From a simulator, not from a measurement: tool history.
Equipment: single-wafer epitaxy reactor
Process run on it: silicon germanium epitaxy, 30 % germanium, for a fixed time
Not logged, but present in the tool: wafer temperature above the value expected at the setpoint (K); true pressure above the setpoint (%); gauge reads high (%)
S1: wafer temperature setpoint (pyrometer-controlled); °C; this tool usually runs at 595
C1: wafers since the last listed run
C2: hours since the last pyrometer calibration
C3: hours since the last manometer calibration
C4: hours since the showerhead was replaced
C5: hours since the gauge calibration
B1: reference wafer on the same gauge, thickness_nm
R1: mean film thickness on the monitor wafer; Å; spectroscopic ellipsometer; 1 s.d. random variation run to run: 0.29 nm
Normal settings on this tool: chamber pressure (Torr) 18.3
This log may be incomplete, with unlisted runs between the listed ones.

Run 1, hour 0.0: usual settings; C1 0; C2 250.3; C3 1726.1; C4 3802.0; C5 201.9; B1 54.118. Result: R1 565.26 Å.
Run 2, hour 34.3: usual settings but S1 591 °C, chamber pressure (Torr) 19.7; C1 362; C2 284.6; C3 1760.4; C4 3836.3; C5 236.2; B1 53.948. Result: R1 539.74 Å.
Run 3, hour 58.8: usual settings but S1 585 °C; C1 259; C2 309.1; C3 1784.9; C4 3860.8; C5 260.7; B1 54.070. Result: R1 473.66 Å.
Run 4, hour 125.1: usual settings but S1 585 °C; C1 701; C2 375.4; C3 1851.2; C4 3927.1; C5 327.0; B1 54.175. Result: R1 479.57 Å.
Run 5, hour 174.0: usual settings but S1 585 °C; C1 517; C2 424.3; C3 1900.1; C4 3976.0; C5 375.9; B1 54.196. Result: R1 477.14 Å.
Run 6, hour 214.0: usual settings; C1 423; C2 464.3; C3 1940.1; C4 4016.0; C5 415.9; B1 54.033. Result: R1 563.86 Å.
Run 7, hour 256.5: usual settings; C1 449; C2 506.8; C3 1982.6; C4 4058.5; C5 458.4; B1 54.133. Result: R1 565.44 Å.
Run 8, hour 308.0: usual settings but S1 601 °C; C1 544; C2 558.3; C3 2034.1; C4 4110.0; C5 509.9; B1 53.973. Result: R1 620.52 Å.
Run 9, hour 352.8: usual settings but S1 601 °C; C1 473; C2 603.1; C3 2078.9; C4 4154.8; C5 554.7; B1 54.203. Result: R1 619.17 Å.
Run 10, hour 407.5: usual settings; C1 578; C2 657.8; C3 2133.6; C4 4209.5; C5 609.4; B1 54.091. Result: R1 562.21 Å.
Run 11, hour 478.5: usual settings; C1 750; C2 728.8; C3 2204.6; C4 4280.5; C5 680.4; B1 54.082. Result: R1 567.89 Å.
Run 12, hour 528.7: usual settings; C1 530; C2 779.0; C3 2254.8; C4 4330.7; C5 730.6; B1 54.016. Result: R1 568.51 Å.
Run 13, hour 568.6: usual settings; C1 422; C2 818.9; C3 2294.7; C4 4370.6; C5 770.5; B1 53.953. Result: R1 564.86 Å.
Run 14, hour 592.8: usual settings but S1 592 °C; C1 255; C2 843.1; C3 2318.9; C4 4394.8; C5 794.7; B1 54.090. Result: R1 536.96 Å.
Run 15, hour 644.5: usual settings but S1 592 °C; C1 546; C2 894.8; C3 2370.6; C4 4446.5; C5 846.4; B1 54.073. Result: R1 541.51 Å.
Run 16, hour 710.9: usual settings but chamber pressure (Torr) 19.9; C1 702; C2 961.2; C3 2437.0; C4 4512.9; C5 912.8; B1 54.172. Result: R1 588.30 Å.
Run 17, hour 756.6: usual settings but chamber pressure (Torr) 19.9; C1 483; C2 1006.9; C3 2482.7; C4 4558.6; C5 958.5; B1 54.205. Result: R1 586.75 Å.
At hour 774.5: pyrometer calibrated.
Run 18, hour 795.1: usual settings; C1 322; C2 20.6; C3 2521.2; C4 4597.1; C5 997.0; B1 54.156. Result: R1 569.27 Å.
Run 19, hour 824.6: usual settings but S1 588 °C, chamber pressure (Torr) 20.0; C1 312; C2 50.1; C3 2550.7; C4 4626.6; C5 1026.5; B1 54.063. Result: R1 521.11 Å.
Run 20, hour 852.0: usual settings; C1 289; C2 77.5; C3 2578.1; C4 4654.0; C5 1053.9; B1 54.069. Result: R1 567.84 Å.
Run 21, hour 899.5: usual settings but chamber pressure (Torr) 21.8; C1 502; C2 125.0; C3 2625.6; C4 4701.5; C5 1101.4; B1 54.097. Result: R1 608.85 Å.
Run 22, hour 937.2: usual settings but S1 587 °C, chamber pressure (Torr) 16.0; C1 398; C2 162.7; C3 2663.3; C4 4739.2; C5 1139.1; B1 54.071. Result: R1 475.26 Å.
At hour 978.8: gauge calibrated.
Run 23, hour 998.5: usual settings but S1 609 °C, chamber pressure (Torr) 19.6; C1 648; C2 224.0; C3 2724.6; C4 4800.5; C5 19.7; B1 54.183. Result: R1 729.56 Å.
At hour 1082.3: showerhead replaced.
At hour 1171.4: capacitance manometer re-zeroed and calibrated.
Run 24, hour 1209.8: usual settings but S1 606 °C, chamber pressure (Torr) 21.6; C1 2065; C2 435.3; C3 38.4; C4 127.5; C5 231.0; B1 54.113. Result: R1 696.72 Å.
Run 25, hour 1249.7: usual settings but S1 586 °C; C1 422; C2 475.2; C3 78.3; C4 167.4; C5 270.9; B1 54.037. Result: R1 474.43 Å.
Run 26, hour 1299.8: usual settings but S1 604 °C, chamber pressure (Torr) 19.9; C1 529; C2 525.3; C3 128.4; C4 217.5; C5 321.0; B1 54.213. Result: R1 655.30 Å.
Run 27, hour 1370.3: usual settings; C1 745; C2 595.8; C3 198.9; C4 288.0; C5 391.5; B1 54.111. Result: R1 553.85 Å.
Run 28, hour 1413.2: usual settings but S1 587 °C, chamber pressure (Torr) 21.2; C1 453; C2 638.7; C3 241.8; C4 330.9; C5 434.4; B1 54.105. Result: R1 514.11 Å.
Run 29, hour 1471.5: usual settings but S1 599 °C, chamber pressure (Torr) 15.4; C1 616; C2 697.0; C3 300.1; C4 389.2; C5 492.7; B1 54.108. Result: R1 554.92 Å.
Run 30, hour 1541.4: usual settings; C1 739; C2 766.9; C3 370.0; C4 459.1; C5 562.6; B1 54.073. Result: R1 551.46 Å.
Run 31, hour 1579.9: usual settings but S1 607 °C, chamber pressure (Torr) 22.1; C1 407; C2 805.4; C3 408.5; C4 497.6; C5 601.1; B1 54.092. Result: R1 718.76 Å.
Run 32, hour 1613.0: usual settings but S1 599 °C, chamber pressure (Torr) 16.8; C1 350; C2 838.5; C3 441.6; C4 530.7; C5 634.2; B1 54.120. Result: R1 572.06 Å.
Run 33, hour 1680.1: usual settings but S1 590 °C, chamber pressure (Torr) 13.8; C1 709; C2 905.6; C3 508.7; C4 597.8; C5 701.3; B1 54.063. Result: R1 462.22 Å.
Run 34, hour 1742.6: usual settings but chamber pressure (Torr) 14.4; C1 661; C2 968.1; C3 571.2; C4 660.3; C5 763.8; B1 54.146. Result: R1 504.43 Å.

Measured less the same run without the tool's hidden state. The same run-to-run variation is in both; the gauge's scatter may not be:
run      R1
  1   +6.60
  2   +6.57
  3   +5.94
  4   +6.49
  5   +6.82
  6   +8.41
  7   +8.82
  8  +10.20
  9  +10.64
 10  +10.19
 11  +11.00
 12  +11.52
 13  +11.86
 14  +11.52
 15  +12.14
 16  +13.94
 17  +14.43
 18  +14.42
 19  +13.52
 20  +15.04
 21  +16.71
 22  +13.42
 23  +21.54
 24   -1.59
 25   -1.07
 26   -1.46
 27   -1.17
 28   -1.04
 29   -1.06
 30   -0.94
 31   -1.12
 32   -0.83
 33   -0.54
 34   -0.45
